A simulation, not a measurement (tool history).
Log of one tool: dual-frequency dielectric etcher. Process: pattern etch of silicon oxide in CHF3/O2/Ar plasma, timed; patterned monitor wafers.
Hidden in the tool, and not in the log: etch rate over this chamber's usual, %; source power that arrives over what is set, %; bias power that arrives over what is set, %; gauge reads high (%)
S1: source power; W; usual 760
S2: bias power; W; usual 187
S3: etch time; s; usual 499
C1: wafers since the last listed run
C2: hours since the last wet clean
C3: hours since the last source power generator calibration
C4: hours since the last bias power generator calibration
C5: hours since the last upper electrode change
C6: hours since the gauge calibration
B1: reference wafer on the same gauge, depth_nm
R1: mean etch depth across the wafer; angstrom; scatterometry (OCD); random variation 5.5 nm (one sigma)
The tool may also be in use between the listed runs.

run    hour   S1   S2     S3   C1     C2      C3      C4      C5      C6     B1     R1
  1       0  830  187  410.5    0  500.9  1954.3  1390.4  1613.5   825.4    899   8948
  2    31.8  760  187    499   81  532.7  1986.1  1422.2  1645.3   857.2  901.7  10505
  3    77.9  760  187    499  118  578.8  2032.2  1468.3  1691.4   903.3    900  10473
  4   109.8  760  187    499   81  610.7  2064.1  1500.2  1723.3   935.2  900.9  10505
      142.1  -- wet clean of the chamber
  5   230.1  890  187    499  246     88  2184.4  1620.5  1843.6  1055.5  900.2  11615
      262.7  -- bias power generator calibrated
      291.5  -- upper electrode replaced
  6     292  890  187    499   86  149.9  2246.3    29.3     0.5  1117.4  900.2  11361
  7   300.8  890  187    499   22  158.7  2255.1    38.1     9.3  1126.2  900.8  11299
  8   325.8  760  187    499   64  183.7  2280.1    63.1    34.3  1151.2  901.3  10664
  9   363.9  760  187    499   97  221.8  2318.2   101.2    72.4  1189.3  899.6  10576
 10   425.9  760  187  449.5  159  283.8  2380.2   163.2   134.4  1251.3  900.4   9527
 11   482.6  660  208    499  145  340.5  2436.9   219.9   191.1    1308  898.2  10668
 12     511  760  155  584.5   72  368.9  2465.3   248.3   219.5  1336.4  900.1  11128
 13   573.1  820  151  543.5  159    431  2527.4   310.4   281.6  1398.5  899.8  10275
 14   648.9  860  187  398.5  194  506.8  2603.2   386.2   357.4  1474.3  900.8   8668
      703.4  -- wet clean of the chamber
 15   703.9  590  156    499   79    0.5  2658.2   441.2   412.4  1529.3  901.1   8971
 16   731.3  900  201    406   70   27.9  2685.6   468.6   439.8  1556.7  899.4   9612
 17   768.6  760  187    499   95   65.2  2722.9   505.9   477.1    1594  900.5  10740
 18   828.2  870  187    499  152  124.8  2782.5   565.5   536.7  1653.6  899.8  11146
 19   885.1  760  150    499  145  181.7  2839.4   622.4   593.6  1710.5  899.8   9403
 20   921.8  760  187    499   94  218.4  2876.1   659.1   630.3  1747.2  899.6  10715
      923.7  -- gauge calibrated
 21   989.9  570  187    499  174  286.5  2944.2   727.2   698.4    66.2  899.1   9551
 22  1048.9  600  157    618  151  345.5  3003.2   786.2   757.4   125.2    900  10916
     1069.3  -- source power generator calibrated
 23  1112.5  680  169  605.5  152  409.1    43.2   849.8     821   188.8    901  11618
     1325.1  -- wet clean of the chamber
 24  1325.6  760  187    499  484    0.5   256.3  1062.9  1034.1   401.9  900.8  10969
 25  1374.1  760  187    499  124     49   304.8  1111.4  1082.6   450.4  898.3  10970
 26  1403.5  690  201  457.5   75   78.4   334.2  1140.8    1112   479.8  901.6   9957
 27  1428.4  700  187    499   63  103.3   359.1  1165.7  1136.9   504.7  899.7  10646
 28    1497  890  187  616.5  175  171.9   427.7  1234.3  1205.5   573.3  899.6  14161
 29  1563.9  900  161    630  171  238.8   494.6  1301.2  1272.4   640.2    900  13248

What the log doesn't show, run by run:
source power that arrives over what is set, %: 0 in every run
gauge reads high (%): 0 in every run
H1: etch rate over this chamber's usual, %
H2: bias power that arrives over what is set, %
run      H1       H2
  1   -4.05     2.36
  2   -4.31     2.48
  3   -4.68     2.66
  4   -4.94     2.79
  5  -0.836     3.29
  6   -1.34   -0.352
  7   -1.41   -0.351
  8   -1.61   -0.348
  9   -1.92   -0.339
 10   -2.42   -0.318
 11   -2.88   -0.288
 12   -3.12   -0.271
 13   -3.62   -0.224
 14   -4.23   -0.154
 15  -0.411   -0.093
 16  -0.633  -0.0597
 17  -0.936  -0.0111
 18   -1.42   0.0742
 19   -1.88    0.164
 20   -2.18    0.227
 21   -2.73    0.353
 22   -3.21    0.473
 23   -3.73    0.612
 24   0.714     1.16
 25   0.321      1.3
 26  0.0821     1.39
 27   -0.12     1.46
 28  -0.677     1.68
 29   -1.22     1.91

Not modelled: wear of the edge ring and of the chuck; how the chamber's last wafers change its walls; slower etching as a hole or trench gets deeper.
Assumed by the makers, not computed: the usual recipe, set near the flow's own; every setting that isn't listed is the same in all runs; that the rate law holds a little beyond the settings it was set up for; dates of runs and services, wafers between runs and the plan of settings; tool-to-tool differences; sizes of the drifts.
